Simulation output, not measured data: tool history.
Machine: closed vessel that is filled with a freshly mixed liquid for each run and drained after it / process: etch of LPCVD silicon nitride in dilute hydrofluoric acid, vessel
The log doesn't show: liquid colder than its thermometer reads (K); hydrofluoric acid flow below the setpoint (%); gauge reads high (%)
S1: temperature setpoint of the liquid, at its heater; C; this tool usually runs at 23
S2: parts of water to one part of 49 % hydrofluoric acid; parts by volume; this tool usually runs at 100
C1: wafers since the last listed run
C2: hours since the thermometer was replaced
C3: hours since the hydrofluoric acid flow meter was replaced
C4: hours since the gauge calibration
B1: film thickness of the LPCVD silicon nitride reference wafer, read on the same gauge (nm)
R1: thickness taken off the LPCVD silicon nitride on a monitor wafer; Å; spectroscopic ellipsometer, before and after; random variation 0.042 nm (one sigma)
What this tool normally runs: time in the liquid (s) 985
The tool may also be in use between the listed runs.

Run 1, hour 0: usual settings; C1 0; C2 1379.9; C3 1730.6; C4 91.3; B1 139.989. Result: R1 43.8 Å.
Run 2, hour 8.8: usual settings but time in the liquid (s) 615; C1 482; C2 1388.7; C3 1739.4; C4 100.1; B1 140.045. Result: R1 27.43 Å.
Run 3, hour 22.8: usual settings but time in the liquid (s) 615; C1 766; C2 1402.7; C3 1753.4; C4 114.1; B1 140.019. Result: R1 27.66 Å.
Run 4, hour 38.8: usual settings but time in the liquid (s) 615; C1 876; C2 1418.7; C3 1769.4; C4 130.1; B1 139.998. Result: R1 27.9 Å.
Run 5, hour 52.4: usual settings but S1 21.5 C, time in the liquid (s) 595; C1 745; C2 1432.3; C3 1783; C4 143.7; B1 140.012. Result: R1 24.12 Å.
Run 6, hour 69.8: usual settings; C1 953; C2 1449.7; C3 1800.4; C4 161.1; B1 140.018. Result: R1 44.14 Å.
Run 7, hour 86.9: usual settings; C1 936; C2 1466.8; C3 1817.5; C4 178.2; B1 140. Result: R1 43.85 Å.
Run 8, hour 93: usual settings; C1 334; C2 1472.9; C3 1823.6; C4 184.3; B1 139.973. Result: R1 44.56 Å.
Run 9, hour 108.6: usual settings; C1 854; C2 1488.5; C3 1839.2; C4 199.9; B1 140.015. Result: R1 44.89 Å.
At hour 119.6: thermometer replaced.
Run 10, hour 124.2: usual settings; C1 799; C2 4.6; C3 1854.8; C4 215.5; B1 140.026. Result: R1 44.41 Å.
Run 11, hour 130.5: usual settings but S2 80 parts by volume; C1 345; C2 10.9; C3 1861.1; C4 221.8; B1 140.007. Result: R1 56.2 Å.
Run 12, hour 183.6: usual settings; C1 2908; C2 64; C3 1914.2; C4 274.9; B1 140.024. Result: R1 44.99 Å.
Run 13, hour 195.1: usual settings but S2 85 parts by volume, time in the liquid (s) 1115; C1 629; C2 75.5; C3 1925.7; C4 286.4; B1 139.943. Result: R1 59.82 Å.
At hour 199.8: gauge calibrated.
Run 14, hour 210.2: usual settings but S1 26 C, S2 85 parts by volume, time in the liquid (s) 570; C1 827; C2 90.6; C3 1940.8; C4 10.4; B1 139.972. Result: R1 36.86 Å.
Run 15, hour 224.9: usual settings but S1 24.5 C, S2 115 parts by volume; C1 805; C2 105.3; C3 1955.5; C4 25.1; B1 140.021. Result: R1 42.04 Å.
Run 16, hour 242.5: usual settings but time in the liquid (s) 1525; C1 964; C2 122.9; C3 1973.1; C4 42.7; B1 140.024. Result: R1 68.67 Å.
Run 17, hour 253.7: usual settings but S1 27.5 C; C1 613; C2 134.1; C3 1984.3; C4 53.9; B1 140.036. Result: R1 57.71 Å.
Run 18, hour 263.5: usual settings but S2 85 parts by volume; C1 536; C2 143.9; C3 1994.1; C4 63.7; B1 139.97. Result: R1 51.65 Å.
Run 19, hour 279.8: usual settings; C1 892; C2 160.2; C3 2010.4; C4 80; B1 140.006. Result: R1 44.51 Å.
At hour 286.5: hydrofluoric acid flow meter replaced.
Run 20, hour 292.4: usual settings; C1 635; C2 172.8; C3 5.9; C4 92.6; B1 140.01. Result: R1 43.7 Å.
Run 21, hour 300.2: usual settings but S1 26 C, S2 60 parts by volume, time in the liquid (s) 775; C1 427; C2 180.6; C3 13.7; C4 100.4; B1 139.998. Result: R1 69.52 Å.
Run 22, hour 306.5: usual settings but S1 26 C, time in the liquid (s) 760; C1 345; C2 186.9; C3 20; C4 106.7; B1 139.962. Result: R1 40.7 Å.
Run 23, hour 318.3: usual settings but S1 21.5 C, time in the liquid (s) 595; C1 646; C2 198.7; C3 31.8; C4 118.5; B1 139.979. Result: R1 24.24 Å.
Run 24, hour 335: usual settings but S2 70 parts by volume; C1 914; C2 215.4; C3 48.5; C4 135.2; B1 139.99. Result: R1 63.79 Å.
Run 25, hour 366.9: usual settings but S1 25.5 C, S2 80 parts by volume, time in the liquid (s) 770; C1 1747; C2 247.3; C3 80.4; C4 167.1; B1 140.014. Result: R1 50.97 Å.
Run 26, hour 381.4: usual settings but S1 19 C; C1 794; C2 261.8; C3 94.9; C4 181.6; B1 139.996. Result: R1 33.25 Å.
Run 27, hour 403.8: usual settings but S1 20.5 C; C1 1227; C2 284.2; C3 117.3; C4 204; B1 139.983. Result: R1 37.56 Å.
Run 28, hour 411: usual settings but S1 21 C, time in the liquid (s) 825; C1 394; C2 291.4; C3 124.5; C4 211.2; B1 139.987. Result: R1 31.87 Å.
Run 29, hour 417.3: usual settings but S1 25 C, S2 140 parts by volume, time in the liquid (s) 1570; C1 345; C2 297.7; C3 130.8; C4 217.5; B1 140.036. Result: R1 58.06 Å.
Run 30, hour 425.8: usual settings but S1 26 C, S2 120 parts by volume, time in the liquid (s) 565; C1 465; C2 306.2; C3 139.3; C4 226; B1 139.978. Result: R1 25.82 Å.
At hour 442: gauge calibrated.
Run 31, hour 443.3: usual settings but S2 60 parts by volume; C1 958; C2 323.7; C3 156.8; C4 1.3; B1 140.019. Result: R1 73.37 Å.

Entry by entry between the runs, the difference in hidden state between the last listed run before and the first listed run after:
Between runs 9 and 10: thermometer replaced (hour 119.6)
  both runs share identical hidden conditions
Between runs 13 and 14: gauge calibrated (hour 199.8)
  both runs share identical hidden conditions
Between runs 19 and 20: hydrofluoric acid flow meter replaced (hour 286.5)
  both runs share identical hidden conditions
Between runs 30 and 31: gauge calibrated (hour 442)
  both runs share identical hidden conditions
